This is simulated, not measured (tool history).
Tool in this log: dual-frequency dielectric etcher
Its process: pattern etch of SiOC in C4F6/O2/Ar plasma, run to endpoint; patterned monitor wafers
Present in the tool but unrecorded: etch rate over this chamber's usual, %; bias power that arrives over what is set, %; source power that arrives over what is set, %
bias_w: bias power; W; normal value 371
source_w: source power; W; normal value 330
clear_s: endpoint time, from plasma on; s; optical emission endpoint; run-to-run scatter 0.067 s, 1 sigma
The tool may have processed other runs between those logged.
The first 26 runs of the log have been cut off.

| run | hour | bias_w | source_w | wafers since the last listed run | hours since the last wet clean | hours since the last bias power generator calibration | hours since the last source power generator calibration | hours since the last upper electrode change | incoming incoming film thickness, nm | clear_s |
|---|---|---|---|---|---|---|---|---|---|---|
|  | 1336.2 | wet clean of the chamber |
| 27 | 1338.5 | 371 | 330 | 388 | 2.3 | 789 | 487.7 | 732.2 | 51.5 | 22 |
| 28 | 1365.2 | 431 | 330 | 356 | 29 | 815.7 | 514.4 | 758.9 | 51.7 | 20.9 |
| 29 | 1422.6 | 287 | 330 | 766 | 86.4 | 873.1 | 571.8 | 816.3 | 52 | 24.2 |
| 30 | 1469.9 | 416 | 330 | 631 | 133.7 | 920.4 | 619.1 | 863.6 | 52.6 | 21.3 |
| 31 | 1509.3 | 329 | 290 | 525 | 173.1 | 959.8 | 658.5 | 903 | 52.4 | 24.1 |
| 32 | 1553.9 | 448 | 370 | 595 | 217.7 | 1004.4 | 703.1 | 947.6 | 52.4 | 19.9 |
| 33 | 1737.2 | 371 | 330 | 2446 | 401 | 1187.7 | 886.4 | 1130.9 | 52.2 | 21.8 |
| 34 | 1803.2 | 322 | 270 | 880 | 467 | 1253.7 | 952.4 | 1196.9 | 52.4 | 24.4 |
| 35 | 1852.7 | 441 | 260 | 660 | 516.5 | 1303.2 | 1001.9 | 1246.4 | 51.4 | 21.2 |

Forecast each of these 4 alternatives for the next run:
| A | 1853.1 | 410 | 330 | 5 | 516.9 | 1303.6 | 1002.3 | 1246.8 | 52.2 | ? |
| B | 1853.1 | 459 | 400 | 5 | 516.9 | 1303.6 | 1002.3 | 1246.8 | 52.2 | ? |
| C | 1853.1 | 283 | 390 | 5 | 516.9 | 1303.6 | 1002.3 | 1246.8 | 52.2 | ? |
| D | 1853.1 | 313 | 270 | 5 | 516.9 | 1303.6 | 1002.3 | 1246.8 | 52.2 | ? |

| run | clear_s |
|---|---|
| A | 20.7 |
| B | 18.7 |
| C | 22.5 |
| D | 24.3 |
Without the tool's hidden state the same runs would have given:
| run | clear_s |
|---|---|
| A | 21.5 |
| B | 19.4 |
| C | 23.3 |
| D | 25.2 |

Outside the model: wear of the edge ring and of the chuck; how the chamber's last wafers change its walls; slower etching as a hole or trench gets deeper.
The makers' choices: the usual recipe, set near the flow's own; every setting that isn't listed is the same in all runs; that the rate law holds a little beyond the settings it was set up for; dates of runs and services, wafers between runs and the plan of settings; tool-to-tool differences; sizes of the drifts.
